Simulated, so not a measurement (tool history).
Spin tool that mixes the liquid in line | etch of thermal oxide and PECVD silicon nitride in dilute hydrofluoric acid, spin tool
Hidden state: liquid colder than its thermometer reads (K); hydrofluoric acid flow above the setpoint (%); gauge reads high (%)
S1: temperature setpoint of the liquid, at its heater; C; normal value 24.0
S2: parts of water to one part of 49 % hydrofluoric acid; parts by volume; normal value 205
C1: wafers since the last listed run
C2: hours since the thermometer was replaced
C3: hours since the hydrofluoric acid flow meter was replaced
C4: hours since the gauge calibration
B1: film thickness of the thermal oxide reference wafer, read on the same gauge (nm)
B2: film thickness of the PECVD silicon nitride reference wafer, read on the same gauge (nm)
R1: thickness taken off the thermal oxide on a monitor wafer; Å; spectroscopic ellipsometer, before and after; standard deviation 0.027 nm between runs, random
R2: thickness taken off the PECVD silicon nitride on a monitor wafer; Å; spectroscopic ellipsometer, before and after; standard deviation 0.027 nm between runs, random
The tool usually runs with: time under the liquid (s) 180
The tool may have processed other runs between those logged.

{"run": 1, "hour": 0.0, "S1": 24.0, "S2": 205, "time under the liquid (s)": 180, "C1": 0, "C2": 829.5, "C3": 1443.9, "C4": 487.6, "B1": 40.013, "B2": 60.008, "R1": 39.81, "R2": 15.1}
{"run": 2, "hour": 18.5, "S1": 24.0, "S2": 205, "time under the liquid (s)": 210, "C1": 199, "C2": 848.0, "C3": 1462.4, "C4": 506.1, "B1": 40.015, "B2": 59.992, "R1": 45.8, "R2": 17.96}
{"run": 3, "hour": 27.0, "S1": 24.0, "S2": 205, "time under the liquid (s)": 210, "C1": 91, "C2": 856.5, "C3": 1470.9, "C4": 514.6, "B1": 39.998, "B2": 59.993, "R1": 45.23, "R2": 18.09}
{"run": 4, "hour": 43.3, "S1": 24.0, "S2": 205, "time under the liquid (s)": 210, "C1": 175, "C2": 872.8, "C3": 1487.2, "C4": 530.9, "B1": 39.983, "B2": 60.006, "R1": 45.56, "R2": 17.66}
{"run": 5, "hour": 55.9, "S1": 24.0, "S2": 205, "time under the liquid (s)": 180, "C1": 135, "C2": 885.4, "C3": 1499.8, "C4": 543.5, "B1": 40.015, "B2": 60.004, "R1": 38.9, "R2": 15.38}
{"run": 6, "hour": 77.7, "S1": 24.0, "S2": 205, "time under the liquid (s)": 180, "C1": 234, "C2": 907.2, "C3": 1521.6, "C4": 565.3, "B1": 40.003, "B2": 59.977, "R1": 39.25, "R2": 14.72}
{"hour": 86.3, "done": "gauge calibrated"}
{"run": 7, "hour": 93.6, "S1": 24.0, "S2": 205, "time under the liquid (s)": 180, "C1": 171, "C2": 923.1, "C3": 1537.5, "C4": 7.3, "B1": 39.989, "B2": 60.012, "R1": 39.17, "R2": 15.48}
{"run": 8, "hour": 109.7, "S1": 24.0, "S2": 235, "time under the liquid (s)": 180, "C1": 173, "C2": 939.2, "C3": 1553.6, "C4": 23.4, "B1": 39.973, "B2": 60.0, "R1": 33.37, "R2": 13.16}
{"run": 9, "hour": 121.6, "S1": 27.5, "S2": 145, "time under the liquid (s)": 180, "C1": 128, "C2": 951.1, "C3": 1565.5, "C4": 35.3, "B1": 40.036, "B2": 60.017, "R1": 67.46, "R2": 26.49}
{"run": 10, "hour": 147.9, "S1": 27.5, "S2": 145, "time under the liquid (s)": 180, "C1": 283, "C2": 977.4, "C3": 1591.8, "C4": 61.6, "B1": 39.991, "B2": 59.998, "R1": 66.79, "R2": 26.83}
{"run": 11, "hour": 161.3, "S1": 27.5, "S2": 145, "time under the liquid (s)": 180, "C1": 144, "C2": 990.8, "C3": 1605.2, "C4": 75.0, "B1": 39.996, "B2": 60.008, "R1": 67.78, "R2": 26.5}
{"run": 12, "hour": 173.9, "S1": 26.5, "S2": 270, "time under the liquid (s)": 180, "C1": 135, "C2": 1003.4, "C3": 1617.8, "C4": 87.6, "B1": 40.005, "B2": 60.01, "R1": 30.71, "R2": 13.22}
{"run": 13, "hour": 183.6, "S1": 26.5, "S2": 235, "time under the liquid (s)": 225, "C1": 104, "C2": 1013.1, "C3": 1627.5, "C4": 97.3, "B1": 39.996, "B2": 60.015, "R1": 46.0, "R2": 19.56}
{"run": 14, "hour": 196.9, "S1": 24.0, "S2": 205, "time under the liquid (s)": 180, "C1": 143, "C2": 1026.4, "C3": 1640.8, "C4": 110.6, "B1": 40.013, "B2": 60.022, "R1": 38.93, "R2": 15.35}
{"hour": 207.0, "done": "thermometer replaced"}
{"run": 15, "hour": 207.7, "S1": 26.5, "S2": 125, "time under the liquid (s)": 100, "C1": 105, "C2": 0.7, "C3": 1651.6, "C4": 121.4, "B1": 39.991, "B2": 59.999, "R1": 46.85, "R2": 18.66}
{"run": 16, "hour": 223.4, "S1": 22.5, "S2": 240, "time under the liquid (s)": 100, "C1": 168, "C2": 16.4, "C3": 1667.3, "C4": 137.1, "B1": 39.998, "B2": 59.991, "R1": 18.53, "R2": 7.57}
{"run": 17, "hour": 271.7, "S1": 20.5, "S2": 205, "time under the liquid (s)": 180, "C1": 519, "C2": 64.7, "C3": 1715.6, "C4": 185.4, "B1": 39.98, "B2": 59.99, "R1": 37.93, "R2": 13.65}
{"run": 18, "hour": 278.8, "S1": 27.5, "S2": 145, "time under the liquid (s)": 180, "C1": 76, "C2": 71.8, "C3": 1722.7, "C4": 192.5, "B1": 40.001, "B2": 59.992, "R1": 73.31, "R2": 29.81}
{"run": 19, "hour": 287.1, "S1": 21.0, "S2": 110, "time under the liquid (s)": 95, "C1": 89, "C2": 80.1, "C3": 1731.0, "C4": 200.8, "B1": 39.979, "B2": 59.999, "R1": 40.73, "R2": 13.36}
{"run": 20, "hour": 303.6, "S1": 27.0, "S2": 250, "time under the liquid (s)": 270, "C1": 177, "C2": 96.6, "C3": 1747.5, "C4": 217.3, "B1": 40.0, "B2": 59.987, "R1": 55.53, "R2": 25.62}
{"hour": 308.5, "done": "hydrofluoric acid flow meter replaced"}
{"run": 21, "hour": 317.0, "S1": 24.0, "S2": 205, "time under the liquid (s)": 180, "C1": 133, "C2": 110.0, "C3": 8.5, "C4": 230.7, "B1": 39.996, "B2": 60.007, "R1": 37.28, "R2": 15.19}
{"run": 22, "hour": 327.0, "S1": 24.0, "S2": 205, "time under the liquid (s)": 180, "C1": 107, "C2": 120.0, "C3": 18.5, "C4": 240.7, "B1": 40.024, "B2": 60.002, "R1": 37.13, "R2": 15.09}
{"run": 23, "hour": 342.9, "S1": 21.5, "S2": 110, "time under the liquid (s)": 180, "C1": 171, "C2": 135.9, "C3": 34.4, "C4": 256.6, "B1": 39.98, "B2": 59.995, "R1": 68.79, "R2": 23.42}
{"run": 24, "hour": 359.4, "S1": 20.0, "S2": 205, "time under the liquid (s)": 180, "C1": 177, "C2": 152.4, "C3": 50.9, "C4": 273.1, "B1": 40.012, "B2": 59.983, "R1": 31.7, "R2": 11.45}
{"run": 25, "hour": 375.3, "S1": 28.5, "S2": 205, "time under the liquid (s)": 90, "C1": 171, "C2": 168.3, "C3": 66.8, "C4": 289.0, "B1": 40.008, "B2": 60.019, "R1": 21.83, "R2": 10.25}
{"run": 26, "hour": 389.4, "S1": 27.5, "S2": 145, "time under the liquid (s)": 180, "C1": 151, "C2": 182.4, "C3": 80.9, "C4": 303.1, "B1": 39.971, "B2": 60.011, "R1": 63.91, "R2": 26.99}
{"run": 27, "hour": 406.1, "S1": 29.0, "S2": 205, "time under the liquid (s)": 180, "C1": 179, "C2": 199.1, "C3": 97.6, "C4": 319.8, "B1": 40.013, "B2": 60.006, "R1": 44.64, "R2": 20.83}

For each run, the measured value with the value that run would have given without the tool's hidden condition subtracted. The run-to-run variation is shared by both, the gauge scatter possibly not:
run=1 R1=+2.17 R2=-0.30
run=2 R1=+2.49 R2=-0.38
run=3 R1=+2.47 R2=-0.38
run=4 R1=+2.48 R2=-0.40
run=5 R1=+2.13 R2=-0.36
run=6 R1=+2.14 R2=-0.38
run=7 R1=+2.14 R2=-0.41
run=8 R1=+1.95 R2=-0.34
run=9 R1=+3.39 R2=-0.68
run=10 R1=+3.36 R2=-0.73
run=11 R1=+3.39 R2=-0.75
run=12 R1=+2.04 R2=-0.31
run=13 R1=+2.85 R2=-0.51
run=14 R1=+2.12 R2=-0.52
run=15 R1=+5.85 R2=+1.97
run=16 R1=+2.48 R2=+0.78
run=17 R1=+4.91 R2=+1.34
run=18 R1=+9.33 R2=+3.03
run=19 R1=+4.91 R2=+1.31
run=20 R1=+7.64 R2=+2.60
run=21 R1=+0.02 R2=-0.17
run=22 R1=+0.03 R2=-0.18
run=23 R1=-0.14 R2=-0.36
run=24 R1=+0.00 R2=-0.18
run=25 R1=+0.06 R2=-0.14
run=26 R1=+0.04 R2=-0.42
run=27 R1=+0.12 R2=-0.32
